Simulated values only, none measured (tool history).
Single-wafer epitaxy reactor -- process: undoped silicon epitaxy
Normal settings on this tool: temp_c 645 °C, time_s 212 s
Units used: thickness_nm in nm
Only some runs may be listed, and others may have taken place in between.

run,hour,temp_c,time_s,"read-back reference wafer on the same gauge, thickness_nm",thickness_nm
1,0.0,645,212,35.667,35.985
2,22.9,645,212,35.662,35.937
3,56.2,645,212,35.560,36.030
4,76.5,645,212,35.556,35.921
5,111.1,645,212,35.530,35.887
6,125.5,645,212,35.493,35.802
7,146.7,652,212,35.490,41.092
# hour 163.6: pyrometer calibrated
8,166.5,652,212,35.516,41.097
9,197.9,649,200,35.475,36.592
# hour 198.8: gauge calibrated
10,230.8,652,212,35.757,41.494
11,254.8,635,170,35.774,23.611
12,290.0,657,231,35.637,49.715
13,313.4,641,224,35.599,35.055
14,327.9,652,212,35.578,41.060
15,379.2,638,234,35.574,34.233
16,399.8,654,212,35.543,42.769
17,413.7,640,189,35.565,28.814

4 options for the next run, each taken on its own from the tool as it stands now. Forecast them:
A,414.2,645,212,?,?
B,414.2,650,241,?,?
C,414.2,653,212,?,?
D,414.2,645,226,?,?

run,"read-back reference wafer on the same gauge, thickness_nm",thickness_nm
A,35.538,35.853
B,35.538,45.004
C,35.538,41.994
D,35.538,38.220
Without the tool's hidden state the same runs would have given:
run,thickness_nm
A,36.199
B,45.438
C,42.400
D,38.589

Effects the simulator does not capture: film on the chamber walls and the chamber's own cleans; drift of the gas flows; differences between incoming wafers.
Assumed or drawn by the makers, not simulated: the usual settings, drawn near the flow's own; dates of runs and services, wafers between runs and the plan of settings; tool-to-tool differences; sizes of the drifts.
